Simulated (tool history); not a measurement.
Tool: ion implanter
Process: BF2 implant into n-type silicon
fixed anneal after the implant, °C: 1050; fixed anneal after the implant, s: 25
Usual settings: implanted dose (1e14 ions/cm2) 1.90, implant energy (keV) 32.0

| run | hour | implanted dose (1e14 ions/cm2) | implant energy (keV) | read-back reference wafer on the same gauge, sheet resistance | sheet resistance of the implanted and annealed layer (ohm/square) |
|---|---|---|---|---|---|
| 1 | 0.0 | 1.90 | 32.0 | 456.15 | 511.37 |
| 2 | 97.3 | 1.90 | 32.0 | 455.81 | 509.27 |
| 3 | 199.5 | 1.90 | 32.0 | 456.23 | 513.02 |
| 4 | 247.9 | 1.90 | 32.0 | 455.73 | 506.65 |
| 5 | 307.3 | 1.90 | 32.0 | 456.29 | 508.52 |
| 6 | 384.1 | 1.59 | 27.5 | 456.24 | 602.57 |
| 7 | 486.3 | 1.59 | 27.5 | 455.86 | 598.75 |
| 8 | 563.3 | 1.65 | 32.0 | 455.57 | 568.94 |
| 9 | 643.3 | 1.65 | 32.0 | 456.61 | 569.12 |
| 10 | 687.9 | 2.23 | 32.0 | 456.24 | 444.02 |
| 11 | 766.8 | 2.23 | 32.0 | 455.80 | 441.54 |
| 12 | 829.7 | 2.23 | 32.0 | 455.47 | 443.20 |
|  | 866.7 | extraction supply calibrated |
|  | 894.4 | gauge calibrated |
| 13 | 934.2 | 2.35 | 32.0 | 456.67 | 424.06 |
| 14 | 1014.0 | 2.35 | 32.0 | 455.49 | 425.06 |
| 15 | 1086.2 | 2.35 | 32.0 | 456.29 | 424.15 |
| 16 | 1170.5 | 1.90 | 32.0 | 456.33 | 506.35 |
|  | 1222.7 | Faraday cup replaced and dose calibrated |
| 17 | 1223.2 | 1.90 | 42.5 | 456.25 | 506.84 |
| 18 | 1281.7 | 2.30 | 36.0 | 456.32 | 443.88 |
| 19 | 1381.7 | 2.06 | 36.0 | 455.51 | 480.36 |
| 20 | 1587.6 | 1.90 | 32.0 | 455.54 | 521.16 |
| 21 | 1665.6 | 1.64 | 32.0 | 456.51 | 584.21 |
| 22 | 1713.7 | 1.70 | 40.5 | 455.69 | 551.49 |
| 23 | 1775.2 | 1.90 | 32.0 | 456.00 | 519.84 |
| 24 | 1882.2 | 2.37 | 22.0 | 455.95 | 443.78 |
| 25 | 1988.2 | 2.05 | 32.0 | 456.32 | 479.15 |
| 26 | 2030.9 | 2.17 | 32.0 | 456.05 | 460.96 |
| 27 | 2076.9 | 1.90 | 32.0 | 456.24 | 509.02 |
| 28 | 2142.2 | 1.43 | 40.0 | 456.59 | 635.00 |
| 29 | 2196.6 | 1.43 | 37.0 | 456.09 | 636.91 |
| 30 | 2248.2 | 1.74 | 32.0 | 456.14 | 551.44 |
| 31 | 2289.0 | 1.54 | 39.0 | 455.93 | 592.23 |
| 32 | 2342.2 | 1.90 | 32.0 | 456.20 | 508.05 |
| 33 | 2398.9 | 1.90 | 35.0 | 456.03 | 505.98 |

Forecast each of these 4 alternatives for the next run:
| A | 2399.3 | 1.90 | 32.0 | ? | ? |
| B | 2399.3 | 2.11 | 32.0 | ? | ? |
| C | 2399.3 | 2.34 | 36.5 | ? | ? |
| D | 2399.3 | 1.34 | 35.5 | ? | ? |

| run | read-back reference wafer on the same gauge, sheet resistance | sheet resistance of the implanted and annealed layer (ohm/square) |
|---|---|---|
| A | 456.50 | 508.36 |
| B | 456.50 | 465.50 |
| C | 456.50 | 420.85 |
| D | 456.50 | 672.46 |
Without the tool's hidden state the same runs would have given:
| run | sheet resistance of the implanted and annealed layer (ohm/square) |
|---|---|
| A | 524.49 |
| B | 480.30 |
| C | 434.17 |
| D | 693.47 |
